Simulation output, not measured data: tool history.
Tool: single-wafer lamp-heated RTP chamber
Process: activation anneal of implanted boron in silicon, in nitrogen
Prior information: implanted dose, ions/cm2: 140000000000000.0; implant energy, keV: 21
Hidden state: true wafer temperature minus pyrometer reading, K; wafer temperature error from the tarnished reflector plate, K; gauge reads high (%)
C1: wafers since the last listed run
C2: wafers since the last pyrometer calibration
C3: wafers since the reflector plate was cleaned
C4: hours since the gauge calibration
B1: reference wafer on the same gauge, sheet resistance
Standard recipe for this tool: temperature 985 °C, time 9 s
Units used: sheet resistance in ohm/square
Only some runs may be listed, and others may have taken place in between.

{"run": 1, "day": 0.0, "temperature": 985, "time": 9, "C1": 0, "C2": 2835, "C3": 2163, "C4": 1229.7, "B1": 592.83, "sheet resistance": 626.93}
{"run": 2, "day": 3.225, "temperature": 985, "time": 9, "C1": 1038, "C2": 3873, "C3": 3202, "C4": 1307.1, "B1": 592.93, "sheet resistance": 624}
{"run": 3, "day": 5.112, "temperature": 985, "time": 9, "C1": 607, "C2": 4481, "C3": 3809, "C4": 1352.4, "B1": 593.16, "sheet resistance": 626.66}
{"run": 4, "day": 7.188, "temperature": 985, "time": 9, "C1": 668, "C2": 5149, "C3": 4478, "C4": 1402.2, "B1": 592.98, "sheet resistance": 624.97}
{"day": 8.704, "done": "pyrometer window cleaned and pyrometer calibrated"}
{"run": 5, "day": 10.896, "temperature": 985, "time": 9, "C1": 1086, "C2": 706, "C3": 5564, "C4": 1491.2, "B1": 593.19, "sheet resistance": 627.38}
{"run": 6, "day": 15.317, "temperature": 985, "time": 9, "C1": 1423, "C2": 2129, "C3": 6988, "C4": 1597.3, "B1": 593.18, "sheet resistance": 627.92}
{"day": 18.971, "done": "reflector plate cleaned"}
{"run": 7, "day": 18.992, "temperature": 985, "time": 9, "C1": 1076, "C2": 3205, "C3": 6, "C4": 1685.5, "B1": 593.02, "sheet resistance": 626.88}
{"day": 19.125, "done": "gauge calibrated"}
{"run": 8, "day": 22.046, "temperature": 985, "time": 9, "C1": 983, "C2": 4189, "C3": 990, "C4": 70.1, "B1": 593.14, "sheet resistance": 627.1}
{"run": 9, "day": 26.025, "temperature": 985, "time": 5, "C1": 1281, "C2": 5470, "C3": 2271, "C4": 165.6, "B1": 592.95, "sheet resistance": 626.21}
{"day": 26.629, "done": "pyrometer window cleaned and pyrometer calibrated"}
{"run": 10, "day": 28.071, "temperature": 995, "time": 9, "C1": 551, "C2": 464, "C3": 2823, "C4": 214.7, "B1": 592.94, "sheet resistance": 624.97}
{"run": 11, "day": 32.038, "temperature": 985, "time": 13, "C1": 1277, "C2": 1741, "C3": 4100, "C4": 309.9, "B1": 592.93, "sheet resistance": 624.34}
{"run": 12, "day": 34.779, "temperature": 985, "time": 10, "C1": 882, "C2": 2624, "C3": 4983, "C4": 375.7, "B1": 592.96, "sheet resistance": 625.54}
{"run": 13, "day": 37.908, "temperature": 994, "time": 10, "C1": 1007, "C2": 3631, "C3": 5990, "C4": 450.8, "B1": 592.89, "sheet resistance": 622.87}
{"run": 14, "day": 41.35, "temperature": 985, "time": 9, "C1": 1108, "C2": 4740, "C3": 7099, "C4": 533.4, "B1": 592.98, "sheet resistance": 625.69}
{"day": 44.425, "done": "pyrometer window cleaned and pyrometer calibrated"}
{"run": 15, "day": 44.712, "temperature": 1013, "time": 7, "C1": 975, "C2": 92, "C3": 8074, "C4": 614.1, "B1": 593.06, "sheet resistance": 623.38}
{"day": 45.733, "done": "reflector plate cleaned"}
{"run": 16, "day": 48.371, "temperature": 1006, "time": 12, "C1": 1070, "C2": 1162, "C3": 849, "C4": 701.9, "B1": 592.86, "sheet resistance": 622.59}
{"run": 17, "day": 50.846, "temperature": 967, "time": 6, "C1": 796, "C2": 1959, "C3": 1646, "C4": 761.3, "B1": 593.22, "sheet resistance": 638.19}
{"run": 18, "day": 52.492, "temperature": 956, "time": 7, "C1": 529, "C2": 2489, "C3": 2176, "C4": 800.8, "B1": 593.12, "sheet resistance": 650.65}
{"run": 19, "day": 55.1, "temperature": 1000, "time": 9, "C1": 839, "C2": 3329, "C3": 3016, "C4": 863.4, "B1": 592.92, "sheet resistance": 622.25}
{"run": 20, "day": 59.1, "temperature": 985, "time": 9, "C1": 1288, "C2": 4617, "C3": 4304, "C4": 959.4, "B1": 593.13, "sheet resistance": 623.88}
{"run": 21, "day": 62.008, "temperature": 958, "time": 5, "C1": 936, "C2": 5554, "C3": 5241, "C4": 1029.2, "B1": 592.91, "sheet resistance": 642.34}

What if the next run were any one of these 5? Each begins from the tool's condition after run 21:
{"run": "A", "day": 62.025, "temperature": 985, "time": 9, "C1": 5, "C2": 5559, "C3": 5246, "C4": 1029.6, "B1": "?", "sheet resistance": "?"}
{"run": "B", "day": 62.025, "temperature": 963, "time": 7, "C1": 5, "C2": 5559, "C3": 5246, "C4": 1029.6, "B1": "?", "sheet resistance": "?"}
{"run": "C", "day": 62.025, "temperature": 995, "time": 11, "C1": 5, "C2": 5559, "C3": 5246, "C4": 1029.6, "B1": "?", "sheet resistance": "?"}
{"run": "D", "day": 62.025, "temperature": 985, "time": 11, "C1": 5, "C2": 5559, "C3": 5246, "C4": 1029.6, "B1": "?", "sheet resistance": "?"}
{"run": "E", "day": 62.025, "temperature": 970, "time": 8, "C1": 5, "C2": 5559, "C3": 5246, "C4": 1029.6, "B1": "?", "sheet resistance": "?"}

run=A B1=592.95 sheet_resistance=622.26
run=B B1=592.95 sheet_resistance=633.08
run=C B1=592.95 sheet_resistance=620.26
run=D B1=592.95 sheet_resistance=621.8
run=E B1=592.95 sheet_resistance=627.84
Without the tool's unlogged condition, the same runs would have read:
run=A sheet_resistance=626.16
run=B sheet_resistance=647.31
run=C sheet_resistance=622.34
run=D sheet_resistance=625.37
run=E sheet_resistance=637.4
